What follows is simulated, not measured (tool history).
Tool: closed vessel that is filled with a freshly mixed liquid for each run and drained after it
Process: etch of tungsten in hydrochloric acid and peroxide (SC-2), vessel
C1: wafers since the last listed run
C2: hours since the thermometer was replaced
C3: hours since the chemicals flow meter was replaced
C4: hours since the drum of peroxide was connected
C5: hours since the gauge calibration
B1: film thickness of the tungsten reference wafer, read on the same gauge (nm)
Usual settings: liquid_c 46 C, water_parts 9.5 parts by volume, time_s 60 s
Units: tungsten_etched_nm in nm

{"run": 1, "hour": 0.0, "liquid_c": 46, "water_parts": 9.5, "time_s": 60, "C1": 0, "C2": 885.6, "C3": 256.1, "C4": 906.9, "C5": 720.2, "B1": 49.97, "tungsten_etched_nm": 9.82}
{"run": 2, "hour": 86.6, "liquid_c": 46, "water_parts": 9.5, "time_s": 60, "C1": 10835, "C2": 972.2, "C3": 342.7, "C4": 993.5, "C5": 806.8, "B1": 49.97, "tungsten_etched_nm": 9.9}
{"hour": 142.1, "done": "new drum of peroxide connected"}
{"run": 3, "hour": 152.5, "liquid_c": 46, "water_parts": 9.5, "time_s": 60, "C1": 8120, "C2": 1038.1, "C3": 408.6, "C4": 10.4, "C5": 872.7, "B1": 49.97, "tungsten_etched_nm": 9.92}
{"run": 4, "hour": 196.3, "liquid_c": 46, "water_parts": 9.5, "time_s": 60, "C1": 5480, "C2": 1081.9, "C3": 452.4, "C4": 54.2, "C5": 916.5, "B1": 49.98, "tungsten_etched_nm": 10.02}
{"run": 5, "hour": 241.3, "liquid_c": 46, "water_parts": 12, "time_s": 60, "C1": 5630, "C2": 1126.9, "C3": 497.4, "C4": 99.2, "C5": 961.5, "B1": 50.02, "tungsten_etched_nm": 8.3}
{"run": 6, "hour": 286.1, "liquid_c": 46, "water_parts": 9.5, "time_s": 60, "C1": 5605, "C2": 1171.7, "C3": 542.2, "C4": 144, "C5": 1006.3, "B1": 49.99, "tungsten_etched_nm": 10.16}
{"hour": 307.1, "done": "chemicals flow meter replaced"}
{"run": 7, "hour": 381.1, "liquid_c": 46, "water_parts": 5.5, "time_s": 85, "C1": 11760, "C2": 1266.7, "C3": 74, "C4": 239, "C5": 1101.3, "B1": 50.06, "tungsten_etched_nm": 20.12}
{"run": 8, "hour": 488.7, "liquid_c": 46, "water_parts": 5.5, "time_s": 85, "C1": 13462, "C2": 1374.3, "C3": 181.6, "C4": 346.6, "C5": 1208.9, "B1": 50.04, "tungsten_etched_nm": 20.54}
{"run": 9, "hour": 587.9, "liquid_c": 46, "water_parts": 5.5, "time_s": 85, "C1": 12411, "C2": 1473.5, "C3": 280.8, "C4": 445.8, "C5": 1308.1, "B1": 50.01, "tungsten_etched_nm": 20.86}
{"run": 10, "hour": 636.4, "liquid_c": 46, "water_parts": 9.5, "time_s": 60, "C1": 6068, "C2": 1522, "C3": 329.3, "C4": 494.3, "C5": 1356.6, "B1": 50, "tungsten_etched_nm": 9.75}
{"run": 11, "hour": 688.1, "liquid_c": 46, "water_parts": 9.5, "time_s": 60, "C1": 6468, "C2": 1573.7, "C3": 381, "C4": 546, "C5": 1408.3, "B1": 50.02, "tungsten_etched_nm": 9.84}
{"run": 12, "hour": 754.9, "liquid_c": 46, "water_parts": 9.5, "time_s": 60, "C1": 8357, "C2": 1640.5, "C3": 447.8, "C4": 612.8, "C5": 1475.1, "B1": 49.99, "tungsten_etched_nm": 9.82}
{"run": 13, "hour": 793.6, "liquid_c": 41.5, "water_parts": 9.5, "time_s": 60, "C1": 4842, "C2": 1679.2, "C3": 486.5, "C4": 651.5, "C5": 1513.8, "B1": 50.04, "tungsten_etched_nm": 7.2}
{"run": 14, "hour": 862.8, "liquid_c": 46, "water_parts": 12, "time_s": 90, "C1": 8658, "C2": 1748.4, "C3": 555.7, "C4": 720.7, "C5": 1583, "B1": 49.99, "tungsten_etched_nm": 12.28}
{"hour": 907.3, "done": "chemicals flow meter replaced"}
{"run": 15, "hour": 933.2, "liquid_c": 46, "water_parts": 9.5, "time_s": 60, "C1": 8683, "C2": 1818.8, "C3": 25.9, "C4": 791.1, "C5": 1653.4, "B1": 50.02, "tungsten_etched_nm": 9.37}
{"run": 16, "hour": 1005.6, "liquid_c": 40, "water_parts": 13.5, "time_s": 60, "C1": 9058, "C2": 1891.2, "C3": 98.3, "C4": 863.5, "C5": 1725.8, "B1": 49.96, "tungsten_etched_nm": 4.61}
{"run": 17, "hour": 1051.3, "liquid_c": 46, "water_parts": 9.5, "time_s": 60, "C1": 5717, "C2": 1936.9, "C3": 144, "C4": 909.2, "C5": 1771.5, "B1": 50.02, "tungsten_etched_nm": 9.34}
{"run": 18, "hour": 1156.9, "liquid_c": 46, "water_parts": 5, "time_s": 60, "C1": 13212, "C2": 2042.5, "C3": 249.6, "C4": 1014.8, "C5": 1877.1, "B1": 50.02, "tungsten_etched_nm": 15.5}
{"hour": 1236.7, "done": "gauge calibrated"}
{"run": 19, "hour": 1245.0, "liquid_c": 43.5, "water_parts": 12.5, "time_s": 35, "C1": 11022, "C2": 2130.6, "C3": 337.7, "C4": 1102.9, "C5": 8.3, "B1": 50.04, "tungsten_etched_nm": 3.74}
{"hour": 1290.8, "done": "new drum of peroxide connected"}
{"run": 20, "hour": 1295.4, "liquid_c": 52, "water_parts": 12, "time_s": 90, "C1": 6180, "C2": 2181, "C3": 388.1, "C4": 4.6, "C5": 58.7, "B1": 50.05, "tungsten_etched_nm": 17.97}
{"run": 21, "hour": 1344.2, "liquid_c": 46, "water_parts": 9.5, "time_s": 60, "C1": 6105, "C2": 2229.8, "C3": 436.9, "C4": 53.4, "C5": 107.5, "B1": 50.02, "tungsten_etched_nm": 9.76}
{"run": 22, "hour": 1420.4, "liquid_c": 46, "water_parts": 9.5, "time_s": 60, "C1": 9533, "C2": 2306, "C3": 513.1, "C4": 129.6, "C5": 183.7, "B1": 50, "tungsten_etched_nm": 9.78}
{"run": 23, "hour": 1466.7, "liquid_c": 50, "water_parts": 11, "time_s": 30, "C1": 5792, "C2": 2352.3, "C3": 559.4, "C4": 175.9, "C5": 230, "B1": 50.01, "tungsten_etched_nm": 5.72}
{"hour": 1470.7, "done": "chemicals flow meter replaced"}
{"run": 24, "hour": 1572.0, "liquid_c": 51, "water_parts": 9.5, "time_s": 60, "C1": 13049, "C2": 2457.6, "C3": 101.3, "C4": 281.2, "C5": 335.3, "B1": 50.04, "tungsten_etched_nm": 13.1}
{"run": 25, "hour": 1631.7, "liquid_c": 40, "water_parts": 9.5, "time_s": 30, "C1": 7469, "C2": 2517.3, "C3": 161, "C4": 340.9, "C5": 395, "B1": 50.03, "tungsten_etched_nm": 3.08}
{"run": 26, "hour": 1778.9, "liquid_c": 50, "water_parts": 13, "time_s": 30, "C1": 18417, "C2": 2664.5, "C3": 308.2, "C4": 488.1, "C5": 542.2, "B1": 49.97, "tungsten_etched_nm": 4.78}
{"hour": 1819.9, "done": "thermometer replaced"}
{"run": 27, "hour": 1865.5, "liquid_c": 46, "water_parts": 5, "time_s": 60, "C1": 10709, "C2": 45.6, "C3": 394.8, "C4": 574.7, "C5": 628.8, "B1": 50.03, "tungsten_etched_nm": 16.47}
{"run": 28, "hour": 1948.7, "liquid_c": 46, "water_parts": 9.5, "time_s": 70, "C1": 10409, "C2": 128.8, "C3": 478, "C4": 657.9, "C5": 712, "B1": 50, "tungsten_etched_nm": 11.83}
{"hour": 1973.4, "done": "chemicals flow meter replaced"}
{"run": 29, "hour": 2206.9, "liquid_c": 46, "water_parts": 4.5, "time_s": 70, "C1": 32180, "C2": 387, "C3": 233.5, "C4": 916.1, "C5": 970.2, "B1": 50.01, "tungsten_etched_nm": 20.2}
{"run": 30, "hour": 2367.6, "liquid_c": 39.5, "water_parts": 7.5, "time_s": 60, "C1": 20106, "C2": 547.7, "C3": 394.2, "C4": 1076.8, "C5": 1130.9, "B1": 50.03, "tungsten_etched_nm": 7.72}
{"hour": 2431.0, "done": "new drum of peroxide connected"}
{"hour": 2469.9, "done": "chemicals flow meter replaced"}
{"run": 31, "hour": 2639.6, "liquid_c": 42.5, "water_parts": 7.5, "time_s": 90, "C1": 33781, "C2": 819.7, "C3": 169.7, "C4": 208.6, "C5": 1402.9, "B1": 49.97, "tungsten_etched_nm": 13.62}

Forecast each of these 3 alternatives for the next run:
{"run": "A", "hour": 2640.3, "liquid_c": 46, "water_parts": 9.5, "time_s": 60, "C1": 87, "C2": 820.4, "C3": 170.4, "C4": 209.3, "C5": 1403.6, "B1": "?", "tungsten_etched_nm": "?"}
{"run": "B", "hour": 2640.3, "liquid_c": 52.5, "water_parts": 7, "time_s": 85, "C1": 87, "C2": 820.4, "C3": 170.4, "C4": 209.3, "C5": 1403.6, "B1": "?", "tungsten_etched_nm": "?"}
{"run": "C", "hour": 2640.3, "liquid_c": 54.5, "water_parts": 9.5, "time_s": 85, "C1": 87, "C2": 820.4, "C3": 170.4, "C4": 209.3, "C5": 1403.6, "B1": "?", "tungsten_etched_nm": "?"}

run=A B1=50.01 tungsten_etched_nm=9.74
run=B B1=50.01 tungsten_etched_nm=27.23
run=C B1=50.01 tungsten_etched_nm=24.33
Without the tool's hidden state the same runs would have given:
run=A tungsten_etched_nm=9.62
run=B tungsten_etched_nm=26.91
run=C tungsten_etched_nm=24
